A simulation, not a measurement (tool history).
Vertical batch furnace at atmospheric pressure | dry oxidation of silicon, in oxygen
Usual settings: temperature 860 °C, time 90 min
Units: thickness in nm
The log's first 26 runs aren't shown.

run	hour	temperature	time	read-back reference wafer on the same gauge, thickness	thickness
27	1662.1	853	131	20.69	20.75
28	1715.1	853	134	20.71	21.12
29	1757.8	870	61.5	20.7	15.24
30	1796	875	110	20.71	23.51
31	1862	842	125.5	20.71	17.8
32	1941.1	875	77.5	20.69	18.77
33	2018.4	878	71	20.69	18.19
34	2078.1	860	90	20.68	17.54
35	2154.2	874	69	20.71	17.15
36	2199.4	849	76	20.7	13.83
37	2243.2	846	129	20.71	19.17
38	2359.7	860	90	20.69	17.47

Forecast each of these 5 alternatives for the next run:
A	2364.6	860	90	?	?
B	2364.6	860	54	?	?
C	2364.6	839	132	?	?
D	2364.6	860	101.5	?	?
E	2364.6	871	50.5	?	?

run	read-back reference wafer on the same gauge, thickness	thickness
A	20.69	17.55
B	20.69	12.34
C	20.69	17.88
D	20.69	19.03
E	20.69	13.37
Without the tool's hidden state the same runs would have given:
run	thickness
A	17.41
B	12.24
C	17.74
D	18.88
E	13.27
